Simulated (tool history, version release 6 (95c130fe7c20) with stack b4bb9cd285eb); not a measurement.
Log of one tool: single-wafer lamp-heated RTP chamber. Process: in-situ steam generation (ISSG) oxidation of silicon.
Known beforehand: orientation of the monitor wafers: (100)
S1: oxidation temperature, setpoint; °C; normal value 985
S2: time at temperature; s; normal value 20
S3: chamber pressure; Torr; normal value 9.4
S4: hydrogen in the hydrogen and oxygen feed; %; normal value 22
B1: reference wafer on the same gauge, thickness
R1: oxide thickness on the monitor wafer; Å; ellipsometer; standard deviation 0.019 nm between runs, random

Run 1, day 0.000: usual settings; B1 6.060. Result: R1 50.41 Å.
Run 2, day 1.354: usual settings but S2 15 s; B1 6.056. Result: R1 44.65 Å.
Run 3, day 2.638: usual settings but S2 15 s; B1 6.055. Result: R1 44.73 Å.
Run 4, day 3.829: usual settings but S2 15 s; B1 6.049. Result: R1 44.79 Å.
Run 5, day 6.150: usual settings; B1 6.043. Result: R1 50.39 Å.
Run 6, day 8.571: usual settings; B1 6.038. Result: R1 50.36 Å.
Run 7, day 11.525: usual settings; B1 6.037. Result: R1 50.76 Å.
Run 8, day 13.871: usual settings; B1 6.035. Result: R1 50.78 Å.
Run 9, day 16.646: usual settings but S4 25 %; B1 6.027. Result: R1 52.36 Å.
Run 10, day 18.808: usual settings but S4 30 %; B1 6.025. Result: R1 54.11 Å.
Run 11, day 21.354: usual settings but S4 30 %; B1 6.024. Result: R1 54.46 Å.
Run 12, day 23.612: usual settings but S2 26 s, S4 16 %; B1 6.225. Result: R1 54.87 Å.
Run 13, day 26.108: usual settings but S2 26 s, S4 16 %; B1 6.190. Result: R1 54.54 Å.
Run 14, day 27.662: usual settings but S1 1005 °C, S3 10.2 Torr, S4 29 %; B1 6.176. Result: R1 58.33 Å.
Run 15, day 30.204: usual settings; B1 6.148. Result: R1 51.33 Å.
Run 16, day 31.283: usual settings but S2 15 s, S4 30 %; B1 6.143. Result: R1 48.57 Å.
Run 17, day 33.296: usual settings but S1 1002 °C, S2 18 s, S3 8.7 Torr, S4 26 %; B1 6.121. Result: R1 54.70 Å.
Run 18, day 35.621: usual settings; B1 6.109. Result: R1 51.48 Å.
Run 19, day 37.025: usual settings; B1 6.101. Result: R1 50.90 Å.
Run 20, day 38.571: usual settings but S1 992 °C; B1 6.092. Result: R1 52.24 Å.
Run 21, day 40.817: usual settings but S1 977 °C; B1 6.085. Result: R1 49.24 Å.
Run 22, day 42.542: usual settings but S2 28 s, S4 18 %; B1 6.076. Result: R1 56.89 Å.
Run 23, day 43.554: usual settings but S1 1004 °C, S3 8.0 Torr; B1 6.069. Result: R1 55.37 Å.
Run 24, day 46.479: usual settings but S1 975 °C, S2 25 s, S3 9.0 Torr; B1 6.056. Result: R1 54.48 Å.
Run 25, day 48.896: usual settings but S1 973 °C, S2 14 s; B1 6.045. Result: R1 41.76 Å.
Run 26, day 50.654: usual settings but S1 998 °C, S3 10.2 Torr, S4 12 %; B1 6.038. Result: R1 46.56 Å.
Run 27, day 52.175: usual settings but S1 968 °C, S3 8.0 Torr, S4 28 %; B1 6.035. Result: R1 51.13 Å.
Run 28, day 55.054: usual settings but S2 26 s; B1 6.036. Result: R1 56.61 Å.
Run 29, day 57.612: usual settings but S4 12 %; B1 6.027. Result: R1 44.18 Å.
Run 30, day 58.704: usual settings; B1 6.022. Result: R1 50.14 Å.

Removed from this log: 7 entries logged between the listed runs. Between which two listed runs does each belong, and how does the tool's hidden state at the listed run before it compare with that at the listed run after it?
Run 1 -> run 2: pyrometer window cleaned and pyrometer calibrated (day 0.967)
  gauge reads high (%): -3.04 -> -3.1
  measured value less the no-hidden-state value, R1: -1.58 -> -1.43 Å
Run 7 -> run 8: pressure gauge zeroed (day 13.675)
  gauge reads high (%): -3.41 -> -3.46
  measured value less the no-hidden-state value, R1: -1.80 -> -1.82 Å
Run 8 -> run 9: pyrometer window cleaned and pyrometer calibrated (day 15.988)
  gauge reads high (%): -3.46 -> -3.51
  measured value less the no-hidden-state value, R1: -1.82 -> -1.91 Å
Run 11 -> run 12: gauge calibrated (day 22.604)
  gauge reads high (%): -3.58 -> -0.488
  measured value less the no-hidden-state value, R1: -2.02 -> -0.27 Å
Run 14 -> run 15: hydrogen flow controller replaced (day 28.442)
  gauge reads high (%): -1.23 -> -1.61
  measured value less the no-hidden-state value, R1: -0.73 -> -0.84 Å
Run 17 -> run 18: pyrometer window cleaned and pyrometer calibrated (day 33.767)
  gauge reads high (%): -2.01 -> -2.27
  measured value less the no-hidden-state value, R1: -1.12 -> -1.19 Å
Run 24 -> run 25: pyrometer window cleaned and pyrometer calibrated (day 48.154)
  gauge reads high (%): -3.1 -> -3.22
  measured value less the no-hidden-state value, R1: -1.74 -> -1.39 Å
